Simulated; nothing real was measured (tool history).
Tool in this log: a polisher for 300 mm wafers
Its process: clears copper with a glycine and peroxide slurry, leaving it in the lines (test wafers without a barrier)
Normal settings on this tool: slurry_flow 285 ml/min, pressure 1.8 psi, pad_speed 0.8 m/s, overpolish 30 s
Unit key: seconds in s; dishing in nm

| run | day | slurry_flow | pressure | pad_speed | overpolish | wafers since the last listed run | wafers polished on this pad | hours since the slurry nozzle was cleaned | hours since the head pressure was calibrated | incoming thickness of the incoming film, nm | seconds | dishing |
|---|---|---|---|---|---|---|---|---|---|---|---|---|
| 1 | 0 | 285 | 1.4 | 0.8 | 30 | 0 | 857 | 3.4 | 901.4 | 497.8 | 159.6 | 58.1 |
| 2 | 3.283 | 285 | 1.4 | 0.8 | 30 | 364 | 1221 | 82.2 | 980.2 | 491.1 | 157.3 | 57.4 |
|  | 7.025 | worn pad replaced by a new one |
| 3 | 7.712 | 285 | 1.8 | 0.8 | 30 | 472 | 76 | 188.5 | 1086.5 | 489.8 | 143.3 | 64.4 |
|  | 11.846 | head pressure recalibrated |
| 4 | 12.125 | 285 | 1.8 | 0.8 | 30 | 480 | 556 | 294.4 | 6.7 | 496.3 | 140.8 | 63.8 |
|  | 14.871 | slurry nozzle cleaned |
| 5 | 16.346 | 285 | 1.8 | 0.8 | 30 | 463 | 1020 | 35.4 | 108 | 493.3 | 138.9 | 63 |
| 6 | 19.604 | 285 | 1.8 | 0.8 | 30 | 361 | 1381 | 113.6 | 186.2 | 494.8 | 136.2 | 65.1 |
| 7 | 22.496 | 285 | 1.8 | 0.8 | 17 | 320 | 1702 | 183 | 255.6 | 501.2 | 137.9 | 43.3 |
|  | 23.25 | worn pad replaced by a new one |
| 8 | 24.983 | 285 | 1.8 | 0.8 | 30 | 257 | 192 | 242.7 | 315.3 | 490.5 | 135.9 | 62.5 |
| 9 | 28.217 | 285 | 1.5 | 0.8 | 30 | 358 | 551 | 320.3 | 392.9 | 491.2 | 151.4 | 60 |
| 10 | 29.962 | 285 | 2.1 | 0.8 | 30 | 193 | 744 | 362.2 | 434.8 | 492.7 | 129 | 66.1 |
|  | 31.854 | slurry nozzle cleaned |
| 11 | 33.808 | 285 | 2.1 | 0.8 | 30 | 422 | 1166 | 46.9 | 527.1 | 505 | 128.7 | 69.6 |
| 12 | 38.179 | 285 | 2.1 | 0.8 | 30 | 484 | 1651 | 151.8 | 632 | 497.7 | 127.9 | 66.7 |
| 13 | 40.367 | 285 | 1.8 | 0.8 | 30 | 242 | 1894 | 204.3 | 684.5 | 495.1 | 143.8 | 62 |
|  | 40.925 | worn pad replaced by a new one |
| 14 | 43.717 | 285 | 1.8 | 0.8 | 30 | 353 | 309 | 284.7 | 764.9 | 496 | 144.4 | 62.3 |
|  | 47.992 | slurry nozzle cleaned |
| 15 | 48.179 | 285 | 1.8 | 0.8 | 30 | 490 | 799 | 4.5 | 872 | 499.3 | 144.9 | 63.3 |
| 16 | 51.108 | 220 | 1.2 | 0.72 | 30 | 324 | 1124 | 74.8 | 942.3 | 494.2 | 190.5 | 52.5 |
| 17 | 53.408 | 210 | 1.8 | 0.8 | 30 | 255 | 1380 | 130 | 997.5 | 488.1 | 147.5 | 64.3 |
| 18 | 55.483 | 190 | 1.8 | 0.8 | 13 | 230 | 1610 | 179.8 | 1047.3 | 491.6 | 154.2 | 33.5 |
|  | 56.775 | worn pad replaced by a new one |
|  | 57.546 | head pressure recalibrated |
| 19 | 59.496 | 285 | 1.8 | 0.8 | 30 | 417 | 292 | 276.1 | 46.8 | 502.7 | 138 | 66.9 |
| 20 | 62.233 | 285 | 1.8 | 0.8 | 30 | 303 | 596 | 341.8 | 112.5 | 495.9 | 139.2 | 65.5 |
| 21 | 64.417 | 350 | 1.6 | 0.64 | 35 | 242 | 838 | 394.2 | 164.9 | 492 | 159.3 | 65.3 |
|  | 66.104 | slurry nozzle cleaned |
| 22 | 67.229 | 285 | 1.8 | 0.56 | 46 | 307 | 1145 | 27 | 232.4 | 501.9 | 170.6 | 78.2 |
| 23 | 70.425 | 285 | 2.1 | 0.8 | 30 | 354 | 1500 | 103.7 | 309.1 | 497.7 | 125.7 | 68.4 |
| 24 | 72.829 | 225 | 1.8 | 0.8 | 19 | 266 | 1767 | 161.4 | 366.8 | 499.2 | 141.1 | 45.4 |
|  | 74.212 | worn pad replaced by a new one |
| 25 | 74.792 | 285 | 1.8 | 0.8 | 30 | 199 | 64 | 208.5 | 413.9 | 496.3 | 136.2 | 66.5 |
| 26 | 77.158 | 195 | 1.8 | 0.8 | 14 | 262 | 326 | 265.3 | 470.7 | 503.1 | 141.9 | 35.1 |
| 27 | 80.146 | 345 | 1.6 | 0.64 | 19 | 331 | 658 | 337 | 542.4 | 497.8 | 163.6 | 41.9 |
|  | 81.912 | slurry nozzle cleaned |
| 28 | 83.662 | 285 | 1.8 | 0.8 | 30 | 385 | 1043 | 42 | 626.8 | 494 | 137.9 | 66 |

A few steps of seconds between consecutive runs. Split each: what settings, incoming material and random variation would produce without the hidden state, and what is left over for the hidden state, along with gauge scatter present in only one of the two compared results (measured, and without hidden state):
Unlogged tool condition in this case: removal rate lost through wear of the pad, %; slurry flow missing at the pad, %; deviation of the head's pressure from its setpoint, %.
Run 3 -> 4: head pressure recalibrated. seconds -2.5 s: hidden state -5.2, all else +2.7.
Run 15 -> 16: slurry_flow 285 -> 220, pressure 1.8 -> 1.2, pad_speed 0.8 -> 0.72. seconds +45.6 s: hidden state +2, all else +43.6.
Run 18 -> 19: slurry_flow 190 -> 285, overpolish 13 -> 30, worn pad replaced by a new one, head pressure recalibrated. seconds -16.2 s: hidden state -9.2, all else -7.
Run 22 -> 23: pressure 1.8 -> 2.1, pad_speed 0.56 -> 0.8, overpolish 46 -> 30. seconds -44.9 s: hidden state +0.3, all else -45.2.

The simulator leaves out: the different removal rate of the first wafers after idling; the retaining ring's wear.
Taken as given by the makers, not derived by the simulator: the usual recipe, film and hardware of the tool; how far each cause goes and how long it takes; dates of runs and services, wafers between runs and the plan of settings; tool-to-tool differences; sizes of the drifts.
